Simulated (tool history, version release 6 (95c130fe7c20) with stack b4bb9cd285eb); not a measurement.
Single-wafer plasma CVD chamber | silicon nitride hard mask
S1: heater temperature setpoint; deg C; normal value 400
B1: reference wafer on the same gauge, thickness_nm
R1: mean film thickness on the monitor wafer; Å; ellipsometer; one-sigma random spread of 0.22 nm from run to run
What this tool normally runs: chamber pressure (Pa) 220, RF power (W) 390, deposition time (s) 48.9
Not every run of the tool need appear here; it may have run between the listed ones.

run 1 hour=0.0 | S1=400 chamber_pressure_(Pa)=220 RF_power_(W)=390 deposition_time_(s)=48.9 | B1=69.174 | R1=609.73
run 2 hour=9.4 | S1=400 chamber_pressure_(Pa)=220 RF_power_(W)=390 deposition_time_(s)=48.9 | B1=69.222 | R1=613.56
run 3 hour=20.7 | S1=400 chamber_pressure_(Pa)=220 RF_power_(W)=390 deposition_time_(s)=48.9 | B1=69.200 | R1=609.19
run 4 hour=30.8 | S1=400 chamber_pressure_(Pa)=220 RF_power_(W)=390 deposition_time_(s)=48.9 | B1=69.223 | R1=609.94
run 5 hour=48.5 | S1=400 chamber_pressure_(Pa)=220 RF_power_(W)=390 deposition_time_(s)=48.9 | B1=69.207 | R1=612.50
-- hour=59.9 thermocouple changed; heater temperature recalibrated
run 6 hour=66.3 | S1=400 chamber_pressure_(Pa)=232 RF_power_(W)=435 deposition_time_(s)=48.9 | B1=69.218 | R1=675.66
run 7 hour=80.5 | S1=400 chamber_pressure_(Pa)=232 RF_power_(W)=435 deposition_time_(s)=48.9 | B1=69.165 | R1=671.73
-- hour=100.3 capacitance manometer re-zeroed and calibrated
run 8 hour=100.8 | S1=400 chamber_pressure_(Pa)=247 RF_power_(W)=345 deposition_time_(s)=43.1 | B1=69.209 | R1=507.63
-- hour=109.7 showerhead replaced
run 9 hour=110.2 | S1=410 chamber_pressure_(Pa)=220 RF_power_(W)=465 deposition_time_(s)=57.8 | B1=69.145 | R1=813.97
run 10 hour=119.8 | S1=400 chamber_pressure_(Pa)=220 RF_power_(W)=460 deposition_time_(s)=48.9 | B1=69.163 | R1=686.89
run 11 hour=136.9 | S1=394 chamber_pressure_(Pa)=197 RF_power_(W)=455 deposition_time_(s)=44.9 | B1=69.205 | R1=598.57
run 12 hour=143.0 | S1=411 chamber_pressure_(Pa)=220 RF_power_(W)=390 deposition_time_(s)=53.1 | B1=69.160 | R1=657.31
-- hour=144.0 gauge calibrated
run 13 hour=158.8 | S1=400 chamber_pressure_(Pa)=204 RF_power_(W)=450 deposition_time_(s)=48.9 | B1=69.194 | R1=658.16
run 14 hour=166.5 | S1=404 chamber_pressure_(Pa)=207 RF_power_(W)=390 deposition_time_(s)=48.9 | B1=69.154 | R1=593.26
run 15 hour=182.4 | S1=400 chamber_pressure_(Pa)=220 RF_power_(W)=390 deposition_time_(s)=48.9 | B1=69.191 | R1=607.93
run 16 hour=200.2 | S1=412 chamber_pressure_(Pa)=235 RF_power_(W)=425 deposition_time_(s)=51.7 | B1=69.200 | R1=697.36
run 17 hour=209.3 | S1=400 chamber_pressure_(Pa)=247 RF_power_(W)=345 deposition_time_(s)=43.1 | B1=69.220 | R1=508.30
run 18 hour=226.1 | S1=400 chamber_pressure_(Pa)=220 RF_power_(W)=390 deposition_time_(s)=55.5 | B1=69.190 | R1=684.69
-- hour=237.5 RF generator calibrated
run 19 hour=238.4 | S1=406 chamber_pressure_(Pa)=169 RF_power_(W)=430 deposition_time_(s)=41.5 | B1=69.206 | R1=509.31
run 20 hour=251.1 | S1=411 chamber_pressure_(Pa)=237 RF_power_(W)=390 deposition_time_(s)=56.1 | B1=69.186 | R1=736.62
run 21 hour=267.7 | S1=412 chamber_pressure_(Pa)=177 RF_power_(W)=390 deposition_time_(s)=40.0 | B1=69.210 | R1=462.13
run 22 hour=277.2 | S1=400 chamber_pressure_(Pa)=220 RF_power_(W)=390 deposition_time_(s)=48.9 | B1=69.163 | R1=622.79
run 23 hour=301.3 | S1=404 chamber_pressure_(Pa)=207 RF_power_(W)=390 deposition_time_(s)=48.9 | B1=69.197 | R1=609.95
run 24 hour=314.5 | S1=400 chamber_pressure_(Pa)=204 RF_power_(W)=450 deposition_time_(s)=48.9 | B1=69.204 | R1=673.72
run 25 hour=329.4 | S1=400 chamber_pressure_(Pa)=220 RF_power_(W)=335 deposition_time_(s)=42.1 | B1=69.207 | R1=479.98
run 26 hour=342.4 | S1=406 chamber_pressure_(Pa)=259 RF_power_(W)=415 deposition_time_(s)=39.4 | B1=69.247 | R1=557.75
run 27 hour=354.4 | S1=390 chamber_pressure_(Pa)=220 RF_power_(W)=350 deposition_time_(s)=48.9 | B1=69.217 | R1=573.16
run 28 hour=367.4 | S1=391 chamber_pressure_(Pa)=240 RF_power_(W)=445 deposition_time_(s)=54.3 | B1=69.233 | R1=789.16
run 29 hour=374.9 | S1=409 chamber_pressure_(Pa)=268 RF_power_(W)=390 deposition_time_(s)=55.1 | B1=69.227 | R1=749.79

4 ways to go on from here, each from the tool as it stands after run 29. What would each give?
run A hour=375.3 | S1=400 chamber_pressure_(Pa)=220 RF_power_(W)=390 deposition_time_(s)=48.9 | B1=? | R1=?
run B hour=375.3 | S1=413 chamber_pressure_(Pa)=220 RF_power_(W)=390 deposition_time_(s)=48.9 | B1=? | R1=?
run C hour=375.3 | S1=400 chamber_pressure_(Pa)=220 RF_power_(W)=390 deposition_time_(s)=42.9 | B1=? | R1=?
run D hour=375.3 | S1=400 chamber_pressure_(Pa)=220 RF_power_(W)=390 deposition_time_(s)=54.2 | B1=? | R1=?

run=A B1=69.194 R1=625.21
run=B B1=69.194 R1=621.18
run=C B1=69.194 R1=548.64
run=D B1=69.194 R1=692.84
Stripped of hidden state, with their random variation kept, the same runs would have yielded:
run=A R1=634.84
run=B R1=630.75
run=C R1=557.09
run=D R1=703.51
